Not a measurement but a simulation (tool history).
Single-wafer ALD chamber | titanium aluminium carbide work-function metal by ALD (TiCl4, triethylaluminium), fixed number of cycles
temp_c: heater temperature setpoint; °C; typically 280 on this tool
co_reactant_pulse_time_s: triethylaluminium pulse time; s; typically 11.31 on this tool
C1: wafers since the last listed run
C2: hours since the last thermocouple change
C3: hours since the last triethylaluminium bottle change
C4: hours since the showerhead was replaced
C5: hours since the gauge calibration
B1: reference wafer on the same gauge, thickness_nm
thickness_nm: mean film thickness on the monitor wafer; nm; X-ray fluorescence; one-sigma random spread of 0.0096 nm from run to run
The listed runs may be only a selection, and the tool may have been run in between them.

Run 1, day 0: usual settings but temp_c 273 °C; C1 0; C2 881.8; C3 701.8; C4 2977.4; C5 214.3; B1 1.729. Result: thickness_nm 1.876 nm.
Run 2, day 0.812: usual settings but temp_c 273 °C; C1 146; C2 901.3; C3 721.3; C4 2996.9; C5 233.8; B1 1.731. Result: thickness_nm 1.876 nm.
Run 3, day 2.004: usual settings but temp_c 273 °C; C1 215; C2 929.9; C3 749.9; C4 3025.5; C5 262.4; B1 1.729. Result: thickness_nm 1.889 nm.
Run 4, day 2.796: usual settings but co_reactant_pulse_time_s 8.76 s; C1 142; C2 948.9; C3 768.9; C4 3044.5; C5 281.4; B1 1.728. Result: thickness_nm 1.851 nm.
Run 5, day 4.188: usual settings but co_reactant_pulse_time_s 8.76 s; C1 251; C2 982.3; C3 802.3; C4 3077.9; C5 314.8; B1 1.729. Result: thickness_nm 1.854 nm.
Run 6, day 5.542: usual settings; C1 244; C2 1014.8; C3 834.8; C4 3110.4; C5 347.3; B1 1.73. Result: thickness_nm 1.921 nm.
Run 7, day 6.212: usual settings but co_reactant_pulse_time_s 9.6 s; C1 121; C2 1030.9; C3 850.9; C4 3126.5; C5 363.4; B1 1.728. Result: thickness_nm 1.869 nm.
Run 8, day 7.3: usual settings but co_reactant_pulse_time_s 9.6 s; C1 196; C2 1057; C3 877; C4 3152.6; C5 389.5; B1 1.73. Result: thickness_nm 1.865 nm.
Run 9, day 8.246: usual settings but co_reactant_pulse_time_s 9.6 s; C1 170; C2 1079.7; C3 899.7; C4 3175.3; C5 412.2; B1 1.729. Result: thickness_nm 1.869 nm.
Run 10, day 12.346: usual settings; C1 739; C2 1178.1; C3 998.1; C4 3273.7; C5 510.6; B1 1.727. Result: thickness_nm 1.926 nm.
Run 11, day 12.992: usual settings; C1 116; C2 1193.6; C3 1013.6; C4 3289.2; C5 526.1; B1 1.731. Result: thickness_nm 1.927 nm.
At day 14.346: triethylaluminium bottle replaced.
Run 12, day 16.279: usual settings; C1 533; C2 1272.5; C3 46.4; C4 3368.1; C5 605; B1 1.73. Result: thickness_nm 2.007 nm.
At day 17.479: showerhead replaced.
Run 13, day 17.5: usual settings; C1 160; C2 1301.8; C3 75.7; C4 0.5; C5 634.3; B1 1.733. Result: thickness_nm 2.011 nm.
At day 18.067: thermocouple changed; heater temperature recalibrated.
Run 14, day 18.088: usual settings; C1 45; C2 0.5; C3 89.8; C4 14.6; C5 648.4; B1 1.728. Result: thickness_nm 2.002 nm.
Run 15, day 18.483: usual settings but temp_c 269 °C; C1 71; C2 10; C3 99.3; C4 24.1; C5 657.9; B1 1.728. Result: thickness_nm 1.927 nm.
Run 16, day 19.438: usual settings but temp_c 284 °C; C1 172; C2 32.9; C3 122.2; C4 47; C5 680.8; B1 1.728. Result: thickness_nm 2.023 nm.
Run 17, day 19.95: usual settings but co_reactant_pulse_time_s 13.96 s; C1 92; C2 45.2; C3 134.5; C4 59.3; C5 693.1; B1 1.732. Result: thickness_nm 2.007 nm.
Run 18, day 20.904: usual settings but co_reactant_pulse_time_s 9.6 s; C1 172; C2 68.1; C3 157.4; C4 82.2; C5 716; B1 1.73. Result: thickness_nm 1.937 nm.
At day 21.638: gauge calibrated.
Run 19, day 22.204: usual settings but co_reactant_pulse_time_s 8.76 s; C1 234; C2 99.3; C3 188.6; C4 113.4; C5 13.6; B1 1.73. Result: thickness_nm 1.935 nm.
Run 20, day 23.325: usual settings but temp_c 291 °C, co_reactant_pulse_time_s 8.04 s; C1 202; C2 126.2; C3 215.5; C4 140.3; C5 40.5; B1 1.73. Result: thickness_nm 1.98 nm.
Run 21, day 24.396: usual settings but temp_c 275 °C, co_reactant_pulse_time_s 15.22 s; C1 193; C2 151.9; C3 241.2; C4 166; C5 66.2; B1 1.729. Result: thickness_nm 1.992 nm.

The next listed run, before its measurement:
Run 22, day 25.171: usual settings; C1 139; C2 170.5; C3 259.8; C4 184.6; C5 84.8; B1 ?. Result: thickness_nm ?.

B1: 1.732
thickness_nm: 1.975 nm
On a tool with no hidden condition, and with the same random variation, this run would have come out at thickness_nm 2.016 nm.

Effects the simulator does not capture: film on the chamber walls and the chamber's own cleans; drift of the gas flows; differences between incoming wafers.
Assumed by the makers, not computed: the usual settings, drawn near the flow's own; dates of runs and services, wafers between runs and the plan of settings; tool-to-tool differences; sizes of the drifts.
